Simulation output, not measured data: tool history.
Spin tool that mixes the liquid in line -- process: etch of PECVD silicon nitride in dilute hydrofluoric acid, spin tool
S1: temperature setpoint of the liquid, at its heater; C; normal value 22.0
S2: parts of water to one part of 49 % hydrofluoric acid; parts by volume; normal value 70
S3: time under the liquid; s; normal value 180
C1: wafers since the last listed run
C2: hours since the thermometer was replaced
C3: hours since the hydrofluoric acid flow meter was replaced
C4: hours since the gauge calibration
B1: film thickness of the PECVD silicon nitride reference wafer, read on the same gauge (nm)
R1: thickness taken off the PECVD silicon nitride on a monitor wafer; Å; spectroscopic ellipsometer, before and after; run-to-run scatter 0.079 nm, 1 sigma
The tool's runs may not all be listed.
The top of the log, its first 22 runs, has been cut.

run 23 day=14.067 | S1=23.5 S2=40 S3=70 | C1=136 C2=214.5 C3=246.3 C4=102.8 | B1=89.96 | R1=77.0
run 24 day=14.812 | S1=22.0 S2=70 S3=180 | C1=154 C2=232.4 C3=264.2 C4=120.7 | B1=90.02 | R1=102.1
run 25 day=15.308 | S1=22.0 S2=70 S3=180 | C1=102 C2=244.3 C3=276.1 C4=132.6 | B1=89.98 | R1=103.1
run 26 day=15.838 | S1=18.0 S2=60 S3=130 | C1=109 C2=257.0 C3=288.8 C4=145.3 | B1=90.01 | R1=65.8
run 27 day=16.233 | S1=22.0 S2=85 S3=180 | C1=82 C2=266.5 C3=298.3 C4=154.8 | B1=89.98 | R1=87.0
run 28 day=16.658 | S1=22.0 S2=70 S3=180 | C1=88 C2=276.7 C3=308.5 C4=165.0 | B1=90.00 | R1=103.1
run 29 day=17.304 | S1=22.0 S2=70 S3=125 | C1=133 C2=292.2 C3=324.0 C4=180.5 | B1=90.03 | R1=71.8
run 30 day=17.696 | S1=25.0 S2=50 S3=120 | C1=81 C2=301.6 C3=333.4 C4=189.9 | B1=89.98 | R1=117.0
run 31 day=18.004 | S1=22.0 S2=70 S3=180 | C1=63 C2=309.0 C3=340.8 C4=197.3 | B1=90.03 | R1=102.4
run 32 day=18.421 | S1=19.0 S2=90 S3=285 | C1=86 C2=319.0 C3=350.8 C4=207.3 | B1=89.99 | R1=104.3
run 33 day=18.883 | S1=19.0 S2=35 S3=115 | C1=95 C2=330.1 C3=361.9 C4=218.4 | B1=90.02 | R1=105.8

Branching from run 33: 4 alternative next runs. What would each branch give?
run A day=18.904 | S1=23.5 S2=70 S3=180 | C1=4 C2=330.6 C3=362.4 C4=218.9 | B1=? | R1=?
run B day=18.904 | S1=27.0 S2=70 S3=180 | C1=4 C2=330.6 C3=362.4 C4=218.9 | B1=? | R1=?
run C day=18.904 | S1=22.0 S2=70 S3=270 | C1=4 C2=330.6 C3=362.4 C4=218.9 | B1=? | R1=?
run D day=18.904 | S1=22.0 S2=70 S3=275 | C1=4 C2=330.6 C3=362.4 C4=218.9 | B1=? | R1=?

run=A B1=90.02 R1=112.3
run=B B1=90.02 R1=141.6
run=C B1=90.02 R1=152.3
run=D B1=90.02 R1=155.1
With no hidden state in the tool, these same runs would have given:
run=A R1=116.5
run=B R1=146.9
run=C R1=158.0
run=D R1=160.9

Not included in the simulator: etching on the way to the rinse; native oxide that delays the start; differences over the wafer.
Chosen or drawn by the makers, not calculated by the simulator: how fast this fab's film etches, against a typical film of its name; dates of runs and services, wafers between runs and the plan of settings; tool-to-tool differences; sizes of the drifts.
